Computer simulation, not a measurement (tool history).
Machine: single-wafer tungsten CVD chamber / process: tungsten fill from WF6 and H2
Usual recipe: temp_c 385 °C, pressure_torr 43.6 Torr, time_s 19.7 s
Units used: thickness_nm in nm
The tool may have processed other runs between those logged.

| run | hour | temp_c | pressure_torr | time_s | read-back reference wafer on the same gauge, thickness_nm | thickness_nm |
|---|---|---|---|---|---|---|
| 1 | 0.0 | 385 | 43.6 | 22.7 | 43.803 | 58.657 |
| 2 | 50.2 | 385 | 43.6 | 22.7 | 43.837 | 58.781 |
| 3 | 263.2 | 385 | 43.6 | 22.7 | 43.717 | 58.815 |
| 4 | 360.5 | 374 | 43.6 | 19.7 | 43.663 | 41.734 |
| 5 | 444.0 | 374 | 43.6 | 19.7 | 43.610 | 41.748 |
| 6 | 485.8 | 385 | 43.6 | 19.7 | 43.542 | 50.745 |
| 7 | 590.9 | 385 | 43.6 | 19.7 | 43.558 | 50.687 |
| 8 | 648.6 | 385 | 43.6 | 19.7 | 43.459 | 50.839 |
| 9 | 696.2 | 385 | 43.6 | 17.6 | 43.436 | 44.967 |
|  | 713.0 | showerhead replaced |
| 10 | 734.8 | 385 | 43.6 | 17.6 | 43.399 | 45.292 |
|  | 852.3 | gauge calibrated |
| 11 | 926.7 | 390 | 43.6 | 19.7 | 44.122 | 55.962 |
| 12 | 999.3 | 385 | 36.0 | 19.7 | 44.162 | 49.406 |
| 13 | 1049.4 | 385 | 43.6 | 21.3 | 44.113 | 55.566 |
| 14 | 1134.7 | 393 | 40.5 | 17.6 | 44.103 | 52.004 |
| 15 | 1222.9 | 392 | 36.0 | 18.4 | 44.096 | 52.006 |
|  | 1305.6 | capacitance manometer re-zeroed and calibrated |
| 16 | 1306.1 | 385 | 43.6 | 19.7 | 44.069 | 51.322 |
| 17 | 1371.8 | 385 | 43.6 | 19.7 | 44.069 | 51.375 |
| 18 | 1449.0 | 375 | 47.8 | 21.4 | 44.056 | 47.684 |
|  | 1483.9 | thermocouple changed; heater temperature recalibrated |
| 19 | 1510.3 | 393 | 43.6 | 20.7 | 44.060 | 61.963 |
| 20 | 1561.0 | 398 | 43.6 | 19.7 | 44.048 | 64.257 |
| 21 | 1633.2 | 385 | 43.6 | 18.6 | 43.978 | 48.578 |
| 22 | 1717.9 | 398 | 52.1 | 19.7 | 43.967 | 66.864 |
| 23 | 1824.3 | 394 | 49.0 | 18.2 | 43.987 | 56.852 |
| 24 | 1873.2 | 385 | 33.4 | 19.7 | 43.962 | 48.497 |
| 25 | 1923.8 | 390 | 43.6 | 19.7 | 43.922 | 55.839 |

Alternative continuations, all from the tool just after run 25; predict every row:
| A | 1924.2 | 385 | 43.6 | 19.7 | ? | ? |
| B | 1924.2 | 385 | 43.6 | 16.2 | ? | ? |
| C | 1924.2 | 385 | 47.8 | 19.7 | ? | ? |

| run | read-back reference wafer on the same gauge, thickness_nm | thickness_nm |
|---|---|---|
| A | 43.934 | 51.260 |
| B | 43.934 | 42.116 |
| C | 43.934 | 52.373 |
Without the tool's hidden state the same runs would have given:
| run | thickness_nm |
|---|---|
| A | 51.454 |
| B | 42.276 |
| C | 52.571 |

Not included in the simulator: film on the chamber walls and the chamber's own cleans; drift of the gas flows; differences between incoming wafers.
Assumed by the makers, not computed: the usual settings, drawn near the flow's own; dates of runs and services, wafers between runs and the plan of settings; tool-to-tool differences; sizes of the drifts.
